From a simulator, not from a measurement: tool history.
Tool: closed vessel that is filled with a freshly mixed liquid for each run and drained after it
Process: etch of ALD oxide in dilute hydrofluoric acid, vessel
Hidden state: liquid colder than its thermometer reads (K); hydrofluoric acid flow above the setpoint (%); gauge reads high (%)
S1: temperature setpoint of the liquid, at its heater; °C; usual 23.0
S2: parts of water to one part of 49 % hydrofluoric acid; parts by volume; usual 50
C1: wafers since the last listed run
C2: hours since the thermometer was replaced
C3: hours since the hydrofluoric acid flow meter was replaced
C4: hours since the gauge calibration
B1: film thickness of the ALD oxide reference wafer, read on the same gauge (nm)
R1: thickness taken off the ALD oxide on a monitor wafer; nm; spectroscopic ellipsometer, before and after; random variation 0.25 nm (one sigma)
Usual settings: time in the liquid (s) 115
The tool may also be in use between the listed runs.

Run 1, hour 0.0: usual settings but S2 35 parts by volume; C1 0; C2 1037.7; C3 384.0; C4 320.9; B1 39.97. Result: R1 43.85 nm.
Run 2, hour 105.3: usual settings but time in the liquid (s) 85; C1 12225; C2 1143.0; C3 489.3; C4 426.2; B1 40.00. Result: R1 22.33 nm.
Run 3, hour 166.9: usual settings but time in the liquid (s) 85; C1 7151; C2 1204.6; C3 550.9; C4 487.8; B1 40.01. Result: R1 21.93 nm.
Run 4, hour 233.9: usual settings but time in the liquid (s) 85; C1 7778; C2 1271.6; C3 617.9; C4 554.8; B1 39.99. Result: R1 21.81 nm.
Run 5, hour 300.2: usual settings; C1 7697; C2 1337.9; C3 684.2; C4 621.1; B1 40.01. Result: R1 29.65 nm.
At hour 318.8: hydrofluoric acid flow meter replaced.
Run 6, hour 386.4: usual settings; C1 9891; C2 1424.1; C3 67.6; C4 707.3; B1 39.99. Result: R1 29.87 nm.
Run 7, hour 431.4: usual settings; C1 5224; C2 1469.1; C3 112.6; C4 752.3; B1 40.05. Result: R1 29.94 nm.
Run 8, hour 526.2: usual settings; C1 11005; C2 1563.9; C3 207.4; C4 847.1; B1 40.01. Result: R1 29.60 nm.
Run 9, hour 721.6: usual settings; C1 22685; C2 1759.3; C3 402.8; C4 1042.5; B1 40.00. Result: R1 29.85 nm.
Run 10, hour 775.8: usual settings; C1 6292; C2 1813.5; C3 457.0; C4 1096.7; B1 40.00. Result: R1 29.14 nm.
At hour 847.4: thermometer replaced.
Run 11, hour 867.7: usual settings; C1 10553; C2 20.3; C3 548.9; C4 1188.6; B1 40.00. Result: R1 31.05 nm.
Run 12, hour 961.2: usual settings but S1 26.5 °C; C1 10855; C2 113.8; C3 642.4; C4 1282.1; B1 40.00. Result: R1 35.42 nm.
At hour 998.0: hydrofluoric acid flow meter replaced.
Run 13, hour 1007.9: usual settings; C1 5305; C2 160.5; C3 9.9; C4 1328.8; B1 39.98. Result: R1 30.91 nm.
Run 14, hour 1075.1: usual settings; C1 7801; C2 227.7; C3 77.1; C4 1396.0; B1 40.01. Result: R1 30.80 nm.
Run 15, hour 1158.9: usual settings; C1 9728; C2 311.5; C3 160.9; C4 1479.8; B1 39.99. Result: R1 31.09 nm.
Run 16, hour 1246.4: usual settings; C1 10158; C2 399.0; C3 248.4; C4 1567.3; B1 40.04. Result: R1 30.28 nm.
Run 17, hour 1311.2: usual settings but S1 24.5 °C; C1 7523; C2 463.8; C3 313.2; C4 1632.1; B1 40.01. Result: R1 32.80 nm.
At hour 1371.7: gauge calibrated.
Run 18, hour 1409.4: usual settings but S1 19.0 °C, S2 60 parts by volume, time in the liquid (s) 185; C1 11400; C2 562.0; C3 411.4; C4 37.7; B1 40.03. Result: R1 34.02 nm.
Run 19, hour 1469.5: usual settings; C1 6977; C2 622.1; C3 471.5; C4 97.8; B1 40.02. Result: R1 30.94 nm.
Run 20, hour 1552.5: usual settings but S2 40 parts by volume, time in the liquid (s) 50; C1 9636; C2 705.1; C3 554.5; C4 180.8; B1 39.98. Result: R1 16.90 nm.
Run 21, hour 1609.8: usual settings; C1 6652; C2 762.4; C3 611.8; C4 238.1; B1 39.98. Result: R1 30.57 nm.
Run 22, hour 1646.5: usual settings but S1 20.5 °C, S2 55 parts by volume; C1 4260; C2 799.1; C3 648.5; C4 274.8; B1 39.97. Result: R1 24.76 nm.
Run 23, hour 1686.5: usual settings but S1 19.5 °C, S2 60 parts by volume, time in the liquid (s) 135; C1 4643; C2 839.1; C3 688.5; C4 314.8; B1 40.05. Result: R1 25.24 nm.
Run 24, hour 1742.9: usual settings but S1 27.0 °C, S2 45 parts by volume, time in the liquid (s) 90; C1 6547; C2 895.5; C3 744.9; C4 371.2; B1 40.00. Result: R1 31.79 nm.
At hour 1788.3: hydrofluoric acid flow meter replaced.
Run 25, hour 1824.2: usual settings but S1 18.5 °C, S2 60 parts by volume, time in the liquid (s) 155; C1 9322; C2 976.8; C3 35.9; C4 452.5; B1 39.99. Result: R1 27.89 nm.
Run 26, hour 1903.3: usual settings but S2 75 parts by volume; C1 9183; C2 1055.9; C3 115.0; C4 531.6; B1 39.99. Result: R1 19.57 nm.
Run 27, hour 1974.1: usual settings but time in the liquid (s) 65; C1 8219; C2 1126.7; C3 185.8; C4 602.4; B1 39.97. Result: R1 17.12 nm.
Run 28, hour 2066.2: usual settings but S1 19.5 °C, S2 65 parts by volume; C1 10692; C2 1218.8; C3 277.9; C4 694.5; B1 40.00. Result: R1 19.63 nm.
Run 29, hour 2330.5: usual settings but time in the liquid (s) 90; C1 30684; C2 1483.1; C3 542.2; C4 958.8; B1 40.01. Result: R1 23.83 nm.

Forecast each of these 4 alternatives for the next run:
Run A, hour 2331.2: usual settings but time in the liquid (s) 140; C1 81; C2 1483.8; C3 542.9; C4 959.5; B1 ?. Result: R1 ?.
Run B, hour 2331.2: usual settings but S1 25.0 °C, time in the liquid (s) 50; C1 81; C2 1483.8; C3 542.9; C4 959.5; B1 ?. Result: R1 ?.
Run C, hour 2331.2: usual settings but S1 24.5 °C, S2 40 parts by volume, time in the liquid (s) 165; C1 81; C2 1483.8; C3 542.9; C4 959.5; B1 ?. Result: R1 ?.
Run D, hour 2331.2: usual settings but S1 26.5 °C, S2 40 parts by volume, time in the liquid (s) 75; C1 81; C2 1483.8; C3 542.9; C4 959.5; B1 ?. Result: R1 ?.

run     B1     R1
  A  40.01  35.99
  B  40.01  13.97
  C  40.01  57.19
  D  40.01  28.23
Without the tool's hidden state the same runs would have given:
run     R1
  A  37.45
  B  14.52
  C  59.48
  D  29.35

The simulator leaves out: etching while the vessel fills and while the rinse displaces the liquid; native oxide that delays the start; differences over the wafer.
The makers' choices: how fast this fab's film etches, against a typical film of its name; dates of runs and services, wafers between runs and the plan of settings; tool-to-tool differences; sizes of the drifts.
